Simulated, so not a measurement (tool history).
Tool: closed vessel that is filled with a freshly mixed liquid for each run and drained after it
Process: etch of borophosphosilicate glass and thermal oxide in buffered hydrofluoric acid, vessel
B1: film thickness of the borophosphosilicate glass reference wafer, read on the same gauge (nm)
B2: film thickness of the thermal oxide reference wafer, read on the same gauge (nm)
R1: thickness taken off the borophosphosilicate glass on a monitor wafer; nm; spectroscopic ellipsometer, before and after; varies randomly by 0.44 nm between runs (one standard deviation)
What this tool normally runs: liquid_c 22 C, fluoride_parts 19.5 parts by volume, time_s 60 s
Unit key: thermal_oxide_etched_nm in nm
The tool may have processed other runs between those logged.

Run 1, day 0: usual settings; B1 30.03; B2 139.99. Result: R1 77.6 nm, thermal_oxide_etched_nm 29.9 nm.
Run 2, day 2.654: usual settings; B1 29.98; B2 140.01. Result: R1 76.77 nm, thermal_oxide_etched_nm 29.79 nm.
Run 3, day 4.967: usual settings; B1 30.05; B2 140.02. Result: R1 76.89 nm, thermal_oxide_etched_nm 29.73 nm.
At day 5.604: thermometer replaced.
Run 4, day 7.321: usual settings; B1 30.02; B2 139.99. Result: R1 76.69 nm, thermal_oxide_etched_nm 29.95 nm.
Run 5, day 9.221: usual settings; B1 29.98; B2 140.01. Result: R1 76.54 nm, thermal_oxide_etched_nm 29.5 nm.
Run 6, day 10.367: usual settings; B1 29.94; B2 140.01. Result: R1 76.87 nm, thermal_oxide_etched_nm 30.26 nm.
At day 10.758: gauge calibrated.
Run 7, day 11.862: usual settings; B1 30.05; B2 140.01. Result: R1 77.06 nm, thermal_oxide_etched_nm 29.31 nm.
Run 8, day 12.9: usual settings; B1 30; B2 140.01. Result: R1 76.58 nm, thermal_oxide_etched_nm 29.67 nm.
Run 9, day 15.417: usual settings; B1 29.99; B2 140.01. Result: R1 76.53 nm, thermal_oxide_etched_nm 30 nm.
Run 10, day 17.871: usual settings; B1 29.96; B2 140.03. Result: R1 76.28 nm, thermal_oxide_etched_nm 29.31 nm.
Run 11, day 18.912: usual settings; B1 29.96; B2 140.01. Result: R1 76.57 nm, thermal_oxide_etched_nm 29.46 nm.
Run 12, day 21.55: usual settings but fluoride_parts 24 parts by volume; B1 29.99; B2 140. Result: R1 66.56 nm, thermal_oxide_etched_nm 25.58 nm.
At day 22.012: hydrofluoric acid flow meter replaced.
Run 13, day 23.838: usual settings; B1 30.06; B2 139.99. Result: R1 78.53 nm, thermal_oxide_etched_nm 30.45 nm.
Run 14, day 25.292: usual settings but liquid_c 17.5 C; B1 30.03; B2 140.02. Result: R1 62 nm, thermal_oxide_etched_nm 23.73 nm.
Run 15, day 28.288: usual settings; B1 29.99; B2 140. Result: R1 79.42 nm, thermal_oxide_etched_nm 30.5 nm.
Run 16, day 30.662: usual settings but fluoride_parts 15.5 parts by volume, time_s 90 s; B1 30; B2 139.99. Result: R1 147.61 nm, thermal_oxide_etched_nm 57.29 nm.
Run 17, day 32.158: usual settings but liquid_c 24.5 C, fluoride_parts 15.5 parts by volume, time_s 40 s; B1 29.99; B2 140.01. Result: R1 75.62 nm, thermal_oxide_etched_nm 29.42 nm.
Run 18, day 34.758: usual settings but fluoride_parts 16.5 parts by volume, time_s 30 s; B1 30.01; B2 139.99. Result: R1 46.02 nm, thermal_oxide_etched_nm 17.81 nm.
Run 19, day 36.675: usual settings but liquid_c 26 C, fluoride_parts 26.5 parts by volume; B1 30.01; B2 140. Result: R1 79.01 nm, thermal_oxide_etched_nm 30.53 nm.
Run 20, day 38.888: usual settings but liquid_c 26 C, fluoride_parts 24.5 parts by volume; B1 29.98; B2 140.02. Result: R1 83.18 nm, thermal_oxide_etched_nm 31.98 nm.
Run 21, day 42.267: usual settings but liquid_c 19.5 C, fluoride_parts 17 parts by volume, time_s 40 s; B1 30; B2 139.97. Result: R1 52.07 nm, thermal_oxide_etched_nm 20.17 nm.
Run 22, day 44.588: usual settings; B1 29.98; B2 140.01. Result: R1 78.38 nm, thermal_oxide_etched_nm 30.24 nm.
Run 23, day 45.75: usual settings; B1 30.03; B2 140. Result: R1 77.84 nm, thermal_oxide_etched_nm 30.47 nm.
Run 24, day 47.812: usual settings but liquid_c 26 C, fluoride_parts 13.5 parts by volume; B1 29.95; B2 140.02. Result: R1 139.25 nm, thermal_oxide_etched_nm 53.62 nm.
Run 25, day 48.879: usual settings but fluoride_parts 22.5 parts by volume, time_s 70 s; B1 30; B2 140. Result: R1 82.69 nm, thermal_oxide_etched_nm 31.52 nm.

Below, some changes in R1 between adjacent runs. For each, the amount present without the hidden state too (settings, incoming material, random variation) and the amount remaining for the hidden state with gauge scatter not shared by both compared results:
Unlogged tool condition in this case: liquid colder than its thermometer reads (K); hydrofluoric acid flow below the setpoint (%); gauge reads high (%).
Run 12 -> 13: fluoride_parts 24 -> 19.5, hydrofluoric acid flow meter replaced. R1 +11.97 nm: hidden state +2.03, all else +9.94.
Run 15 -> 16: fluoride_parts 19.5 -> 15.5, time_s 60 -> 90. R1 +68.19 nm: hidden state -0.82, all else +69.01.
Run 16 -> 17: liquid_c 22 -> 24.5, time_s 90 -> 40. R1 -71.99 nm: hidden state +0.65, all else -72.64.
Run 24 -> 25: liquid_c 26 -> 22, fluoride_parts 13.5 -> 22.5, time_s 60 -> 70. R1 -56.56 nm: hidden state +1.73, all else -58.29.

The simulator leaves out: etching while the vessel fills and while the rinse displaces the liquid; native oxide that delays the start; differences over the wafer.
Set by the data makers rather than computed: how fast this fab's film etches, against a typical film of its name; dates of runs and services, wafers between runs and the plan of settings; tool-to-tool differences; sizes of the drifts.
